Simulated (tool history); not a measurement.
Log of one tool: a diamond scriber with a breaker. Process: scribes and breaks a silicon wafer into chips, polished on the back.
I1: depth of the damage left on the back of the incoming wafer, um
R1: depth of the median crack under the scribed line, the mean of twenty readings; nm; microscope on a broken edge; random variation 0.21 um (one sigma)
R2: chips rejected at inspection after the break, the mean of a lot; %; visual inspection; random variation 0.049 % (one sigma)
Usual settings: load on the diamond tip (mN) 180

{"run": 1, "hour": 0.0, "load on the diamond tip (mN)": 168, "I1": 0.03, "R1": 8730, "R2": 5.7}
{"run": 2, "hour": 82.2, "load on the diamond tip (mN)": 168, "I1": 0.03, "R1": 8730, "R2": 6.49}
{"run": 3, "hour": 145.9, "load on the diamond tip (mN)": 180, "I1": 0.02, "R1": 9280, "R2": 4.02}
{"run": 4, "hour": 195.5, "load on the diamond tip (mN)": 180, "I1": 0.02, "R1": 9330, "R2": 4.23}
{"run": 5, "hour": 283.4, "load on the diamond tip (mN)": 180, "I1": 0.01, "R1": 8910, "R2": 4.42}
{"run": 6, "hour": 385.3, "load on the diamond tip (mN)": 139, "I1": 0.04, "R1": 6620, "R2": 26}
{"run": 7, "hour": 460.9, "load on the diamond tip (mN)": 139, "I1": 0.04, "R1": 6640, "R2": 25.68}
{"run": 8, "hour": 568.4, "load on the diamond tip (mN)": 139, "I1": 0.04, "R1": 6460, "R2": 31.63}
{"run": 9, "hour": 630.2, "load on the diamond tip (mN)": 180, "I1": 0.05, "R1": 8230, "R2": 7.56}
{"run": 10, "hour": 675.3, "load on the diamond tip (mN)": 150, "I1": 0.02, "R1": 7010, "R2": 23.07}
{"run": 11, "hour": 719.6, "load on the diamond tip (mN)": 232, "I1": 0.04, "R1": 11210, "R2": 0.8}
{"hour": 778.3, "done": "load on the tip recalibrated"}
{"run": 12, "hour": 807.9, "load on the diamond tip (mN)": 157, "I1": 0.04, "R1": 8900, "R2": 3.7}
{"hour": 810.9, "done": "diamond tip replaced by a new one"}
{"run": 13, "hour": 860.0, "load on the diamond tip (mN)": 139, "I1": 0.04, "R1": 7820, "R2": 13.11}
{"run": 14, "hour": 935.9, "load on the diamond tip (mN)": 228, "I1": 0.03, "R1": 12960, "R2": 6}
{"run": 15, "hour": 979.1, "load on the diamond tip (mN)": 210, "I1": 0.05, "R1": 12460, "R2": 2.37}
{"run": 16, "hour": 1035.7, "load on the diamond tip (mN)": 148, "I1": 0.01, "R1": 8450, "R2": 10.1}

5 ways to go on from here, each from the tool as it stands after run 16. What would each give?
{"run": "A", "hour": 1036.3, "load on the diamond tip (mN)": 180, "I1": 0.02, "R1": "?", "R2": "?"}
{"run": "B", "hour": 1036.3, "load on the diamond tip (mN)": 154, "I1": 0.02, "R1": "?", "R2": "?"}
{"run": "C", "hour": 1036.3, "load on the diamond tip (mN)": 209, "I1": 0.02, "R1": "?", "R2": "?"}
{"run": "D", "hour": 1036.3, "load on the diamond tip (mN)": 215, "I1": 0.02, "R1": "?", "R2": "?"}
{"run": "E", "hour": 1036.3, "load on the diamond tip (mN)": 136, "I1": 0.02, "R1": "?", "R2": "?"}

run=A R1=10620 R2=0.86
run=B R1=8920 R2=6.09
run=C R1=12380 R2=2.4
run=D R1=12730 R2=3.28
run=E R1=7640 R2=16.06
Without the tool's hidden state the same runs would have given:
run=A R1=11010 R2=0.7
run=B R1=9240 R2=4.45
run=C R1=12830 R2=3.57
run=D R1=13190 R2=4.68
run=E R1=7910 R2=13.4
